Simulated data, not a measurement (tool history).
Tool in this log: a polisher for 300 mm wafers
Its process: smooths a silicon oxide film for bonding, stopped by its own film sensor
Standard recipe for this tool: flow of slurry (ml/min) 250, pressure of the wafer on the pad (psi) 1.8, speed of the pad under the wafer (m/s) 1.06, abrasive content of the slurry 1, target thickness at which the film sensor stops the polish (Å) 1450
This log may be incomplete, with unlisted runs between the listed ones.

| run | hour | flow of slurry (ml/min) | pressure of the wafer on the pad (psi) | speed of the pad under the wafer (m/s) | abrasive content of the slurry | target thickness at which the film sensor stops the polish (Å) | wafers since the last listed run | wafers polished on this pad | hours since the slurry nozzle was cleaned | hours since the head pressure was calibrated | hours since the slurry blender was calibrated | incoming thickness of the incoming film, nm | time until the film sensor stopped the polish (s) |
|---|---|---|---|---|---|---|---|---|---|---|---|---|---|
| 1 | 0 | 205 | 1.8 | 1.06 | 1 | 1450 | 0 | 434 | 159.2 | 1227.1 | 76.8 | 189.9 | 59.8 |
| 2 | 15.7 | 250 | 1.8 | 1.06 | 1 | 1450 | 98 | 533 | 174.9 | 1242.8 | 92.5 | 193.8 | 64.2 |
| 3 | 29.2 | 250 | 1.8 | 1.06 | 0.85 | 1450 | 84 | 618 | 188.4 | 1256.3 | 106 | 188.8 | 65.3 |
| 4 | 46.8 | 250 | 1.8 | 1.06 | 0.85 | 1450 | 110 | 728 | 206 | 1273.9 | 123.6 | 188.6 | 69 |
| 5 | 53.5 | 250 | 1.8 | 1.06 | 0.85 | 1450 | 42 | 770 | 212.7 | 1280.6 | 130.3 | 191.1 | 68.5 |
| 6 | 65.5 | 250 | 1.8 | 1.06 | 1 | 1450 | 75 | 846 | 224.7 | 1292.6 | 142.3 | 189.5 | 61.8 |
| 7 | 76.3 | 250 | 1.8 | 1.06 | 1 | 1450 | 67 | 913 | 235.5 | 1303.4 | 153.1 | 191.2 | 64.6 |
|  | 84.3 | slurry blender recalibrated |
| 8 | 85.7 | 250 | 1.8 | 1.06 | 1 | 1450 | 46 | 960 | 244.9 | 1312.8 | 1.4 | 191.7 | 67.1 |
|  | 100 | worn pad replaced by a new one |
| 9 | 103.5 | 250 | 1.8 | 1.06 | 1 | 1450 | 86 | 21 | 262.7 | 1330.6 | 19.2 | 192.2 | 61.7 |
| 10 | 117.2 | 250 | 1.8 | 1.06 | 0.8 | 1450 | 86 | 107 | 276.4 | 1344.3 | 32.9 | 190.5 | 68.7 |
| 11 | 134.3 | 250 | 1.8 | 1.06 | 0.8 | 1450 | 107 | 215 | 293.5 | 1361.4 | 50 | 189.7 | 68.3 |
| 12 | 145.1 | 250 | 1.8 | 1.06 | 1 | 1450 | 67 | 282 | 304.3 | 1372.2 | 60.8 | 187.6 | 56.5 |
| 13 | 155.3 | 250 | 1.8 | 1.06 | 1 | 1450 | 64 | 347 | 314.5 | 1382.4 | 71 | 190.2 | 58.7 |
|  | 160.4 | slurry nozzle cleaned |
| 14 | 162.2 | 250 | 1.8 | 1.06 | 1 | 1450 | 37 | 384 | 1.8 | 1389.3 | 77.9 | 189.9 | 59.2 |
|  | 166.4 | head pressure recalibrated |
| 15 | 169.2 | 335 | 2.4 | 1.06 | 0.9 | 1580 | 31 | 415 | 8.8 | 2.8 | 84.9 | 189.4 | 33.6 |
| 16 | 178.9 | 250 | 2.1 | 1.06 | 1 | 1580 | 60 | 476 | 18.5 | 12.5 | 94.6 | 187.7 | 35.1 |
| 17 | 187.8 | 250 | 1.8 | 1.06 | 0.7 | 1450 | 55 | 532 | 27.4 | 21.4 | 103.5 | 193 | 81.4 |
| 18 | 235.4 | 250 | 1.8 | 1.06 | 1.2 | 1450 | 298 | 831 | 75 | 69 | 151.1 | 190.1 | 55.2 |
| 19 | 243.1 | 250 | 1.5 | 1.06 | 1 | 1450 | 48 | 879 | 82.7 | 76.7 | 158.8 | 193.4 | 76.9 |
| 20 | 249.7 | 250 | 2.1 | 1.34 | 1 | 1400 | 41 | 920 | 89.3 | 83.3 | 165.4 | 191.1 | 53.9 |
|  | 254.5 | slurry blender recalibrated |
|  | 259.3 | worn pad replaced by a new one |
| 21 | 259.8 | 250 | 1.6 | 1.06 | 1 | 1450 | 25 | 3 | 99.4 | 93.4 | 5.3 | 188.7 | 61.9 |
| 22 | 270.6 | 290 | 1.8 | 1.42 | 1 | 1450 | 67 | 70 | 110.2 | 104.2 | 16.1 | 190.8 | 48.8 |
| 23 | 282.3 | 250 | 1.8 | 1.06 | 1 | 1450 | 73 | 144 | 121.9 | 115.9 | 27.8 | 187.9 | 55.9 |
| 24 | 292.6 | 250 | 1.8 | 1.06 | 1 | 1450 | 64 | 208 | 132.2 | 126.2 | 38.1 | 192.8 | 62.9 |
| 25 | 336.7 | 250 | 2.3 | 1.06 | 1 | 1330 | 276 | 485 | 176.3 | 170.3 | 82.2 | 188.4 | 61 |
| 26 | 350.1 | 250 | 1.8 | 0.7 | 1 | 1450 | 84 | 569 | 189.7 | 183.7 | 95.6 | 189.7 | 81.7 |
| 27 | 357.4 | 250 | 2.2 | 1.06 | 1 | 1450 | 45 | 615 | 197 | 191 | 102.9 | 191.8 | 53.9 |
| 28 | 366.7 | 250 | 1.8 | 1.06 | 1.1 | 1540 | 58 | 674 | 206.3 | 200.3 | 112.2 | 188.1 | 44.9 |

Predict each of these 3 candidate next runs independently; none follows another, all start after run 28:
| A | 367.2 | 250 | 2.4 | 1.06 | 1 | 1450 | 3 | 677 | 206.8 | 200.8 | 112.7 | 187.2 | ? |
| B | 367.2 | 250 | 1.8 | 1.06 | 1.25 | 1450 | 3 | 677 | 206.8 | 200.8 | 112.7 | 187.2 | ? |
| C | 367.2 | 185 | 1.4 | 0.8 | 1.3 | 1450 | 3 | 677 | 206.8 | 200.8 | 112.7 | 187.2 | ? |

| run | time until the film sensor stopped the polish (s) |
|---|---|
| A | 46.3 |
| B | 51.7 |
| C | 77.4 |
Take away the tool's hidden state, keep each run's random variation, and the runs would have read:
| run | time until the film sensor stopped the polish (s) |
|---|---|
| A | 44.2 |
| B | 49.4 |
| C | 73.9 |
